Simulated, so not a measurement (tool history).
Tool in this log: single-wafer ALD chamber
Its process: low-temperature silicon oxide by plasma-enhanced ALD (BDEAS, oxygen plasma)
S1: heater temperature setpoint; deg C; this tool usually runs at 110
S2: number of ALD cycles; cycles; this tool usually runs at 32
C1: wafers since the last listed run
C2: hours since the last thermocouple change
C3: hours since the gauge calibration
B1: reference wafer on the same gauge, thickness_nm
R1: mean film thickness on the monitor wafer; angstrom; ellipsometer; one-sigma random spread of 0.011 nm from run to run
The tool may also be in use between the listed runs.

{"run": 1, "hour": 0.0, "S1": 110, "S2": 32, "C1": 0, "C2": 2152.0, "C3": 4.7, "B1": 4.927, "R1": 43.28}
{"run": 2, "hour": 14.1, "S1": 110, "S2": 32, "C1": 139, "C2": 2166.1, "C3": 18.8, "B1": 4.932, "R1": 43.09}
{"run": 3, "hour": 20.2, "S1": 110, "S2": 32, "C1": 60, "C2": 2172.2, "C3": 24.9, "B1": 4.931, "R1": 42.92}
{"run": 4, "hour": 37.7, "S1": 110, "S2": 32, "C1": 172, "C2": 2189.7, "C3": 42.4, "B1": 4.929, "R1": 43.12}
{"run": 5, "hour": 55.6, "S1": 118, "S2": 32, "C1": 176, "C2": 2207.6, "C3": 60.3, "B1": 4.93, "R1": 42.46}
{"run": 6, "hour": 65.6, "S1": 110, "S2": 32, "C1": 98, "C2": 2217.6, "C3": 70.3, "B1": 4.932, "R1": 43.08}
{"run": 7, "hour": 78.9, "S1": 110, "S2": 32, "C1": 131, "C2": 2230.9, "C3": 83.6, "B1": 4.928, "R1": 43.01}
{"hour": 94.9, "done": "thermocouple changed; heater temperature recalibrated"}
{"run": 8, "hour": 95.4, "S1": 103, "S2": 32, "C1": 83, "C2": 0.5, "C3": 100.1, "B1": 4.93, "R1": 43.54}
{"hour": 101.5, "done": "gauge calibrated"}
{"run": 9, "hour": 102.0, "S1": 102, "S2": 38, "C1": 65, "C2": 7.1, "C3": 0.5, "B1": 4.931, "R1": 51.96}
{"run": 10, "hour": 132.6, "S1": 100, "S2": 28, "C1": 301, "C2": 37.7, "C3": 31.1, "B1": 4.928, "R1": 38.38}
{"run": 11, "hour": 144.6, "S1": 102, "S2": 27, "C1": 118, "C2": 49.7, "C3": 43.1, "B1": 4.93, "R1": 36.94}
{"run": 12, "hour": 151.5, "S1": 110, "S2": 32, "C1": 68, "C2": 56.6, "C3": 50.0, "B1": 4.934, "R1": 43.35}
{"run": 13, "hour": 169.1, "S1": 110, "S2": 32, "C1": 173, "C2": 74.2, "C3": 67.6, "B1": 4.929, "R1": 42.99}
{"run": 14, "hour": 184.1, "S1": 110, "S2": 30, "C1": 147, "C2": 89.2, "C3": 82.6, "B1": 4.932, "R1": 40.45}
{"run": 15, "hour": 197.3, "S1": 105, "S2": 28, "C1": 130, "C2": 102.4, "C3": 95.8, "B1": 4.93, "R1": 37.99}

3 options for the next run, each taken on its own from the tool as it stands now. Forecast them:
{"run": "A", "hour": 197.8, "S1": 98, "S2": 32, "C1": 4, "C2": 102.9, "C3": 96.3, "B1": "?", "R1": "?"}
{"run": "B", "hour": 197.8, "S1": 105, "S2": 36, "C1": 4, "C2": 102.9, "C3": 96.3, "B1": "?", "R1": "?"}
{"run": "C", "hour": 197.8, "S1": 103, "S2": 36, "C1": 4, "C2": 102.9, "C3": 96.3, "B1": "?", "R1": "?"}

run=A B1=4.932 R1=44.12
run=B B1=4.932 R1=48.86
run=C B1=4.932 R1=49.03
Take away the tool's hidden state, keep each run's random variation, and the runs would have read:
run=A R1=44.12
run=B R1=48.86
run=C R1=49.03

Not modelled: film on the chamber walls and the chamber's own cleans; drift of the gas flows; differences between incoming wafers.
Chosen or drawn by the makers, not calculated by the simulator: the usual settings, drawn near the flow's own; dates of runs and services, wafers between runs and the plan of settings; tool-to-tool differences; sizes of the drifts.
